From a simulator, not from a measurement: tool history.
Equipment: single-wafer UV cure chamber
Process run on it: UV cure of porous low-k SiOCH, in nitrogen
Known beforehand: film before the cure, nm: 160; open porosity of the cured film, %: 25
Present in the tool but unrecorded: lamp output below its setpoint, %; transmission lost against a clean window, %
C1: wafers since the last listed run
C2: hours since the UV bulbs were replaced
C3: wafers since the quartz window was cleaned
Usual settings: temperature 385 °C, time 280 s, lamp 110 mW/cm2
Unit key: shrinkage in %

run 1 hour=0 | temperature=385 time=280 lamp=121 | C1=0 C2=936.3 C3=4899 | shrinkage=14.754
-- hour=28.3 quartz window cleaned
run 2 hour=77.5 | temperature=385 time=280 lamp=110 | C1=478 C2=1013.8 C3=339 | shrinkage=14.192
run 3 hour=117.2 | temperature=385 time=280 lamp=110 | C1=273 C2=1053.5 C3=612 | shrinkage=14.456
run 4 hour=204 | temperature=385 time=280 lamp=136 | C1=597 C2=1140.3 C3=1210 | shrinkage=15.396
run 5 hour=244.5 | temperature=385 time=280 lamp=136 | C1=278 C2=1180.8 C3=1489 | shrinkage=15.561
run 6 hour=283.5 | temperature=385 time=280 lamp=136 | C1=268 C2=1219.8 C3=1758 | shrinkage=15.538
run 7 hour=365.9 | temperature=385 time=280 lamp=110 | C1=567 C2=1302.2 C3=2325 | shrinkage=14.022
run 8 hour=473.6 | temperature=385 time=280 lamp=110 | C1=741 C2=1409.9 C3=3067 | shrinkage=13.815
run 9 hour=573.1 | temperature=385 time=280 lamp=110 | C1=685 C2=1509.4 C3=3753 | shrinkage=14.263
run 10 hour=626.8 | temperature=385 time=280 lamp=137 | C1=369 C2=1563.1 C3=4122 | shrinkage=15.042
-- hour=722.3 quartz window cleaned
run 11 hour=928.2 | temperature=385 time=280 lamp=137 | C1=2021 C2=1864.5 C3=1418 | shrinkage=15.166
run 12 hour=979.4 | temperature=375 time=280 lamp=110 | C1=352 C2=1915.7 C3=1770 | shrinkage=13.433
run 13 hour=1085.6 | temperature=375 time=280 lamp=110 | C1=731 C2=2021.9 C3=2502 | shrinkage=13.559
run 14 hour=1174.7 | temperature=375 time=280 lamp=110 | C1=613 C2=2111 C3=3116 | shrinkage=13.372
run 15 hour=1223.2 | temperature=385 time=280 lamp=110 | C1=334 C2=2159.5 C3=3450 | shrinkage=13.616
run 16 hour=1295.1 | temperature=385 time=280 lamp=110 | C1=495 C2=2231.4 C3=3945 | shrinkage=13.571
run 17 hour=1335.2 | temperature=385 time=225 lamp=125 | C1=276 C2=2271.5 C3=4221 | shrinkage=12.964
run 18 hour=1415.2 | temperature=385 time=225 lamp=125 | C1=551 C2=2351.5 C3=4772 | shrinkage=12.883
-- hour=1438.2 quartz window cleaned
run 19 hour=1512.5 | temperature=385 time=280 lamp=110 | C1=615 C2=2448.8 C3=511 | shrinkage=12.9
run 20 hour=1588.1 | temperature=385 time=280 lamp=110 | C1=520 C2=2524.4 C3=1032 | shrinkage=13.108
run 21 hour=1636.4 | temperature=385 time=280 lamp=110 | C1=332 C2=2572.7 C3=1365 | shrinkage=13.124
run 22 hour=1676.9 | temperature=385 time=280 lamp=110 | C1=278 C2=2613.2 C3=1644 | shrinkage=12.671
run 23 hour=1767.4 | temperature=390 time=280 lamp=110 | C1=623 C2=2703.7 C3=2267 | shrinkage=12.503
run 24 hour=1870.9 | temperature=385 time=380 lamp=77 | C1=712 C2=2807.2 C3=2980 | shrinkage=12.278
run 25 hour=1915.5 | temperature=372 time=280 lamp=138 | C1=307 C2=2851.8 C3=3287 | shrinkage=13.243
run 26 hour=1997.4 | temperature=395 time=375 lamp=121 | C1=564 C2=2933.7 C3=3851 | shrinkage=14.189
-- hour=2157 UV bulbs replaced
-- hour=2222.7 quartz window cleaned
run 27 hour=2308.6 | temperature=385 time=345 lamp=92 | C1=2033 C2=151.6 C3=591 | shrinkage=14.876
run 28 hour=2390.5 | temperature=369 time=405 lamp=129 | C1=564 C2=233.5 C3=1155 | shrinkage=17.224
run 29 hour=2436.5 | temperature=392 time=230 lamp=129 | C1=316 C2=279.5 C3=1472 | shrinkage=14.372
run 30 hour=2516.1 | temperature=371 time=210 lamp=146 | C1=548 C2=359.1 C3=2020 | shrinkage=14.309
run 31 hour=2617.9 | temperature=385 time=280 lamp=110 | C1=701 C2=460.9 C3=2722 | shrinkage=14.626
run 32 hour=2694.9 | temperature=385 time=155 lamp=143 | C1=530 C2=537.9 C3=3252 | shrinkage=13.336
run 33 hour=2786.4 | temperature=385 time=280 lamp=92 | C1=630 C2=629.4 C3=3882 | shrinkage=13.476
run 34 hour=2884.4 | temperature=399 time=280 lamp=80 | C1=675 C2=727.4 C3=4557 | shrinkage=13.27
run 35 hour=2956.4 | temperature=385 time=405 lamp=110 | C1=495 C2=799.4 C3=5053 | shrinkage=16.013
-- hour=3010.4 quartz window cleaned
run 36 hour=3060.4 | temperature=391 time=365 lamp=110 | C1=661 C2=903.4 C3=344 | shrinkage=15.843
run 37 hour=3137.3 | temperature=380 time=280 lamp=110 | C1=529 C2=980.3 C3=874 | shrinkage=14.585
run 38 hour=3216.3 | temperature=375 time=280 lamp=110 | C1=544 C2=1059.3 C3=1418 | shrinkage=14.215
run 39 hour=3274.2 | temperature=400 time=125 lamp=133 | C1=398 C2=1117.2 C3=1817 | shrinkage=11.569
run 40 hour=3345.3 | temperature=385 time=375 lamp=144 | C1=489 C2=1188.3 C3=2306 | shrinkage=17.133
run 41 hour=3412.9 | temperature=385 time=405 lamp=80 | C1=465 C2=1255.9 C3=2772 | shrinkage=14.588
run 42 hour=3466.8 | temperature=385 time=280 lamp=110 | C1=371 C2=1309.8 C3=3143 | shrinkage=14.526

Table of differences, measured result less the result of that run with no hidden state. Run-to-run variation is the same in both. Gauge scatter possibly is not:
run=1 shrinkage=-0.382
run=2 shrinkage=-0.413
run=3 shrinkage=-0.439
run=4 shrinkage=-0.486
run=5 shrinkage=-0.516
run=6 shrinkage=-0.538
run=7 shrinkage=-0.564
run=8 shrinkage=-0.626
run=9 shrinkage=-0.72
run=10 shrinkage=-0.756
run=11 shrinkage=-1.042
run=12 shrinkage=-1.045
run=13 shrinkage=-1.173
run=14 shrinkage=-1.261
run=15 shrinkage=-1.332
run=16 shrinkage=-1.422
run=17 shrinkage=-1.449
run=18 shrinkage=-1.554
run=19 shrinkage=-1.662
run=20 shrinkage=-1.815
run=21 shrinkage=-1.901
run=22 shrinkage=-1.907
run=23 shrinkage=-2.036
run=24 shrinkage=-2.249
run=25 shrinkage=-2.369
run=26 shrinkage=-2.541
run=27 shrinkage=-0.184
run=28 shrinkage=-0.196
run=29 shrinkage=-0.191
run=30 shrinkage=-0.205
run=31 shrinkage=-0.225
run=32 shrinkage=-0.241
run=33 shrinkage=-0.257
run=34 shrinkage=-0.289
run=35 shrinkage=-0.318
run=36 shrinkage=-0.363
run=37 shrinkage=-0.398
run=38 shrinkage=-0.428
run=39 shrinkage=-0.43
run=40 shrinkage=-0.505
run=41 shrinkage=-0.538
run=42 shrinkage=-0.577
